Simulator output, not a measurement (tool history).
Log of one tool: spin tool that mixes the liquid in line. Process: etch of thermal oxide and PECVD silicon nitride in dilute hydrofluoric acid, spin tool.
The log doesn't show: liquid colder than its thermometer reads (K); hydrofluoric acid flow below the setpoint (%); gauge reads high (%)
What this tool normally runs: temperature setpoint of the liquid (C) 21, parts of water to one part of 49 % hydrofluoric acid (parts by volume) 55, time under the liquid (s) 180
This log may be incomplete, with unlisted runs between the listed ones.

| run | hour | temperature setpoint of the liquid (C) | parts of water to one part of 49 % hydrofluoric acid (parts by volume) | time under the liquid (s) | wafers since the last listed run | hours since the thermometer was replaced | hours since the hydrofluoric acid flow meter was replaced | hours since the gauge calibration | read-back film thickness of the thermal oxide reference wafer, read on the same gauge (nm) | read-back film thickness of the PECVD silicon nitride reference wafer, read on the same gauge (nm) | thickness taken off the thermal oxide on a monitor wafer (angstrom) | thickness taken off the PECVD silicon nitride on a monitor wafer (angstrom) |
|---|---|---|---|---|---|---|---|---|---|---|---|---|
| 1 | 0 | 19.5 | 55 | 180 | 0 | 59.3 | 30.2 | 400.3 | 109.99 | 100.01 | 145.2 | 109.2 |
| 2 | 6.7 | 21 | 55 | 235 | 49 | 66 | 36.9 | 407 | 110 | 99.99 | 201.1 | 159.3 |
| 3 | 21.2 | 21 | 55 | 180 | 106 | 80.5 | 51.4 | 421.5 | 110 | 99.99 | 155.3 | 122.8 |
| 4 | 35.6 | 21 | 55 | 180 | 105 | 94.9 | 65.8 | 435.9 | 109.99 | 100.02 | 154.7 | 121.8 |
| 5 | 42.6 | 24 | 65 | 230 | 51 | 101.9 | 72.8 | 442.9 | 110.01 | 100 | 184.2 | 163.3 |
| 6 | 54.5 | 21 | 65 | 180 | 87 | 113.8 | 84.7 | 454.8 | 109.99 | 100.01 | 129.4 | 103.9 |
| 7 | 70.5 | 18.5 | 55 | 180 | 117 | 129.8 | 100.7 | 470.8 | 110 | 100.02 | 138.3 | 105.7 |
|  | 83.5 | gauge calibrated |
| 8 | 87.9 | 17 | 35 | 285 | 127 | 147.2 | 118.1 | 4.4 | 109.98 | 99.99 | 328.4 | 226.3 |
| 9 | 97.3 | 21 | 55 | 180 | 68 | 156.6 | 127.5 | 13.8 | 109.99 | 99.99 | 151.7 | 121.9 |
| 10 | 113.1 | 21 | 40 | 90 | 115 | 172.4 | 143.3 | 29.6 | 110.03 | 100 | 106.9 | 82.7 |
| 11 | 130.2 | 25.5 | 45 | 100 | 125 | 189.5 | 160.4 | 46.7 | 109.99 | 100 | 127.3 | 111.9 |
| 12 | 143.3 | 21 | 55 | 180 | 95 | 202.6 | 173.5 | 59.8 | 110.01 | 99.97 | 155.2 | 124.4 |
| 13 | 161.1 | 18.5 | 80 | 220 | 130 | 220.4 | 191.3 | 77.6 | 110.02 | 99.99 | 112.5 | 88.2 |
| 14 | 170.3 | 21 | 55 | 180 | 67 | 229.6 | 200.5 | 86.8 | 110 | 99.97 | 153.7 | 122.8 |
| 15 | 176.5 | 18.5 | 80 | 180 | 45 | 235.8 | 206.7 | 93 | 110.01 | 99.99 | 92.5 | 71.7 |
| 16 | 190.4 | 21 | 55 | 220 | 101 | 249.7 | 220.6 | 106.9 | 110.01 | 100.02 | 187.3 | 150.8 |
| 17 | 198.2 | 21 | 55 | 180 | 57 | 257.5 | 228.4 | 114.7 | 109.98 | 100.01 | 153.4 | 122.1 |
| 18 | 238.1 | 18.5 | 35 | 90 | 292 | 297.4 | 268.3 | 154.6 | 110.02 | 100 | 110.6 | 78.8 |
| 19 | 250.3 | 17 | 40 | 250 | 89 | 309.6 | 280.5 | 166.8 | 110.03 | 100 | 247.8 | 176.1 |
| 20 | 257 | 21 | 55 | 180 | 49 | 316.3 | 287.2 | 173.5 | 109.99 | 100 | 152.1 | 122.3 |

Run 21 has not been measured yet. What should we expect?
| 21 | 269 | 21 | 55 | 180 | 87 | 328.3 | 299.2 | 185.5 | ? | ? | ? | ? |

read-back film thickness of the thermal oxide reference wafer, read on the same gauge (nm): 110
read-back film thickness of the PECVD silicon nitride reference wafer, read on the same gauge (nm): 100
thickness taken off the thermal oxide on a monitor wafer (angstrom): 153.3
thickness taken off the PECVD silicon nitride on a monitor wafer (angstrom): 120.6
Take away the tool's hidden state, keep the run-to-run variation as it was, and the same run would have given thickness taken off the thermal oxide on a monitor wafer (angstrom) 156.1, thickness taken off the PECVD silicon nitride on a monitor wafer (angstrom) 122.7.
